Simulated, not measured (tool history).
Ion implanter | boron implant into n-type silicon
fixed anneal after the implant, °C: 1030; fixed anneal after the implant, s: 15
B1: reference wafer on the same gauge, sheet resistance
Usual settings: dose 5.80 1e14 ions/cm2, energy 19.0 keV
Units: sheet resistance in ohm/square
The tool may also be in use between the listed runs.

Run 1, day 0.000: usual settings; B1 195.93. Result: sheet resistance 192.37 ohm/square.
Run 2, day 1.229: usual settings; B1 196.02. Result: sheet resistance 192.22 ohm/square.
Run 3, day 3.608: usual settings; B1 196.08. Result: sheet resistance 191.84 ohm/square.
Run 4, day 5.650: usual settings but energy 22.5 keV; B1 196.00. Result: sheet resistance 188.29 ohm/square.
Run 5, day 7.008: usual settings but energy 22.5 keV; B1 196.08. Result: sheet resistance 189.39 ohm/square.
Run 6, day 8.942: usual settings but energy 15.5 keV; B1 196.06. Result: sheet resistance 196.06 ohm/square.
Run 7, day 11.067: usual settings but energy 15.5 keV; B1 195.98. Result: sheet resistance 196.20 ohm/square.
Run 8, day 13.462: usual settings but energy 24.0 keV; B1 196.01. Result: sheet resistance 187.62 ohm/square.
Run 9, day 14.571: usual settings but energy 22.5 keV; B1 195.95. Result: sheet resistance 188.79 ohm/square.
Run 10, day 16.971: usual settings but dose 4.55 1e14 ions/cm2; B1 195.97. Result: sheet resistance 235.36 ohm/square.
Run 11, day 18.421: usual settings but dose 4.74 1e14 ions/cm2, energy 17.0 keV; B1 196.04. Result: sheet resistance 230.20 ohm/square.
Run 12, day 20.471: usual settings but dose 7.07 1e14 ions/cm2; B1 196.05. Result: sheet resistance 162.48 ohm/square.
At day 23.121: extraction supply calibrated.
Run 13, day 23.325: usual settings but dose 4.27 1e14 ions/cm2, energy 16.5 keV; B1 196.11. Result: sheet resistance 251.88 ohm/square.
At day 23.667: Faraday cup replaced and dose calibrated.
At day 24.512: gauge calibrated.
Run 14, day 29.796: usual settings but dose 4.49 1e14 ions/cm2, energy 24.5 keV; B1 196.08. Result: sheet resistance 229.74 ohm/square.
Run 15, day 30.879: usual settings but energy 16.5 keV; B1 196.07. Result: sheet resistance 194.30 ohm/square.
Run 16, day 33.625: usual settings but energy 22.5 keV; B1 195.88. Result: sheet resistance 188.00 ohm/square.
Run 17, day 36.321: usual settings but dose 7.31 1e14 ions/cm2, energy 24.5 keV; B1 195.99. Result: sheet resistance 153.53 ohm/square.

5 ways to go on from here, each from the tool as it stands after run 17. What would each give?
Run A, day 36.338: usual settings but dose 4.77 1e14 ions/cm2; B1 ?. Result: sheet resistance ?.
Run B, day 36.338: usual settings but dose 4.70 1e14 ions/cm2, energy 25.5 keV; B1 ?. Result: sheet resistance ?.
Run C, day 36.338: usual settings but dose 4.13 1e14 ions/cm2; B1 ?. Result: sheet resistance ?.
Run D, day 36.338: usual settings but dose 5.12 1e14 ions/cm2; B1 ?. Result: sheet resistance ?.
Run E, day 36.338: usual settings but dose 5.08 1e14 ions/cm2, energy 23.0 keV; B1 ?. Result: sheet resistance ?.

run      B1  sheet resistance
  A  196.01            225.30
  B  196.01            220.77
  C  196.01            253.36
  D  196.01            212.53
  E  196.01            209.50
Without the tool's hidden state the same runs would have given:
run  sheet resistance
  A            223.02
  B            218.54
  C            250.83
  D            210.36
  E            207.36
